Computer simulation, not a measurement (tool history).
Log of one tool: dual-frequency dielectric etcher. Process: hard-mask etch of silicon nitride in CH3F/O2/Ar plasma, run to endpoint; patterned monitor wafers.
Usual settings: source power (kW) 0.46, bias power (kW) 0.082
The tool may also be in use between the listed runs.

| run | hour | source power (kW) | bias power (kW) | incoming incoming film thickness, nm | endpoint time (s) |
|---|---|---|---|---|---|
| 1 | 0 | 0.46 | 0.082 | 47.53 | 63.3 |
|  | 155.7 | wet clean of the chamber |
| 2 | 311.3 | 0.46 | 0.082 | 47.39 | 63.2 |
| 3 | 387.1 | 0.46 | 0.082 | 47.04 | 63 |
|  | 446.2 | source power generator calibrated |
| 4 | 473.4 | 0.46 | 0.082 | 47.37 | 61.9 |
|  | 506.3 | wet clean of the chamber |
| 5 | 518.1 | 0.46 | 0.082 | 47.53 | 64.7 |
| 6 | 607 | 0.46 | 0.082 | 47.79 | 64.6 |
| 7 | 699 | 0.46 | 0.072 | 46.96 | 65.7 |
| 8 | 738.1 | 0.46 | 0.072 | 46.77 | 66.2 |
| 9 | 783.5 | 0.46 | 0.072 | 47.36 | 65.3 |
| 10 | 850.8 | 0.51 | 0.088 | 47.09 | 57.5 |
|  | 930.8 | wet clean of the chamber |
| 11 | 943.8 | 0.46 | 0.082 | 47 | 63.6 |
|  | 949 | bias power generator calibrated |
|  | 1002.4 | upper electrode replaced |
| 12 | 1002.9 | 0.46 | 0.082 | 47.28 | 63.9 |
| 13 | 1068.2 | 0.46 | 0.064 | 46.96 | 70.4 |
| 14 | 1153.8 | 0.46 | 0.069 | 46.95 | 68.1 |
| 15 | 1223.9 | 0.46 | 0.082 | 47.25 | 61.7 |
|  | 1321.8 | wet clean of the chamber |
| 16 | 1322.3 | 0.52 | 0.075 | 47.64 | 64.8 |
| 17 | 1388.2 | 0.4 | 0.064 | 46.58 | 74.8 |
| 18 | 1442 | 0.57 | 0.074 | 47.67 | 61.6 |

Hidden state or all else? Some run-to-run changes of endpoint time (s), split into what the settings, what came in and random variation would give without the hidden state, and what is left for the hidden state (with any gauge scatter that isn't in both results):
The hidden state here: etch rate over this chamber's usual, %; source power that arrives over what is set, %; bias power that arrives over what is set, %.
Run 10 -> 11: source power (kW) 0.51 -> 0.46, bias power (kW) 0.088 -> 0.082, wet clean of the chamber. endpoint time (s) +6.1: hidden state +2.8, all else +3.3.
Run 17 -> 18: source power (kW) 0.4 -> 0.57, bias power (kW) 0.064 -> 0.074. endpoint time (s) -13.2: hidden state -0.3, all else -12.9.
